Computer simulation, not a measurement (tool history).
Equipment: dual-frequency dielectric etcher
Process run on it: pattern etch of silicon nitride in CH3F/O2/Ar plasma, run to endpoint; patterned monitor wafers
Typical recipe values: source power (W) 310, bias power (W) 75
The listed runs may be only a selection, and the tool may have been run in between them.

run	hour	source power (W)	bias power (W)	wafers since the last listed run	hours since the last wet clean	hours since the last source power generator calibration	hours since the last bias power generator calibration	hours since the last upper electrode change	incoming incoming film thickness, nm	endpoint time (s)
1	0.0	280	60	0	164.6	1375.6	5388.1	5746.3	21.34	37.7
2	35.9	280	60	599	200.5	1411.5	5424.0	5782.2	21.37	37.7
3	46.3	310	75	173	210.9	1421.9	5434.4	5792.6	21.43	33.3
4	61.0	310	75	245	225.6	1436.6	5449.1	5807.3	21.34	33.2
5	75.8	310	75	247	240.4	1451.4	5463.9	5822.1	21.14	32.7
6	90.1	310	75	238	254.7	1465.7	5478.2	5836.4	21.26	32.9
7	100.2	310	75	168	264.8	1475.8	5488.3	5846.5	21.42	33.0
8	143.0	310	75	714	307.6	1518.6	5531.1	5889.3	21.39	33.1
9	151.7	310	75	145	316.3	1527.3	5539.8	5898.0	21.04	32.7
10	159.4	310	87	128	324.0	1535.0	5547.5	5905.7	21.25	30.8
11	165.9	310	87	108	330.5	1541.5	5554.0	5912.2	21.39	31.4
12	180.3	310	87	240	344.9	1555.9	5568.4	5926.6	21.21	30.7
# hour 206.4: upper electrode replaced
# hour 206.5: source power generator calibrated
13	206.9	340	63	41	371.5	0.4	5595.0	0.5	21.40	34.4
14	210.2	340	63	55	374.8	3.7	5598.3	3.8	21.37	34.1
# hour 235.3: wet clean of the chamber
# hour 236.4: bias power generator calibrated
15	236.9	340	63	26	1.6	30.4	0.5	30.5	21.29	33.9
16	237.2	310	75	5	1.9	30.7	0.8	30.8	21.46	33.5
17	249.9	310	75	212	14.6	43.4	13.5	43.5	21.50	33.0
18	286.7	240	68	614	51.4	80.2	50.3	80.3	21.40	37.5
19	294.1	280	91	123	58.8	87.6	57.7	87.7	21.42	31.5
20	305.2	310	75	185	69.9	98.7	68.8	98.8	21.60	33.4
21	318.9	260	75	228	83.6	112.4	82.5	112.5	21.40	34.8
22	334.3	310	64	257	99.0	127.8	97.9	127.9	21.49	35.4
23	352.1	390	75	297	116.8	145.6	115.7	145.7	21.39	30.6
24	366.6	280	67	242	131.3	160.1	130.2	160.2	21.41	35.8
25	384.2	380	86	293	148.9	177.7	147.8	177.8	21.36	28.7
26	391.7	240	89	125	156.4	185.2	155.3	185.3	21.34	33.4
27	401.8	250	75	168	166.5	195.3	165.4	195.4	21.36	36.0
28	411.2	350	94	157	175.9	204.7	174.8	204.8	21.24	28.8
29	428.3	380	75	285	193.0	221.8	191.9	221.9	21.33	30.6
30	472.8	310	75	743	237.5	266.3	236.4	266.4	21.27	32.5
31	484.5	310	75	195	249.2	278.0	248.1	278.1	21.44	32.8
32	492.2	230	75	128	256.9	285.7	255.8	285.8	21.50	37.2
33	506.0	270	64	230	270.7	299.5	269.6	299.6	21.58	37.0
34	520.2	310	62	237	284.9	313.7	283.8	313.8	21.45	35.7
35	532.6	310	75	207	297.3	326.1	296.2	326.2	21.40	32.8
36	542.3	380	68	162	307.0	335.8	305.9	335.9	21.37	32.4

What differs in the tool's unlogged condition from the final listed run ahead of each entry between runs to the first listed run following it?
Logged between run 12 and run 13: upper electrode replaced (hour 206.4); source power generator calibrated (hour 206.5)
  the hidden state is the same at both runs
Logged between run 14 and run 15: wet clean of the chamber (hour 235.3); bias power generator calibrated (hour 236.4)
  the hidden state is the same at both runs
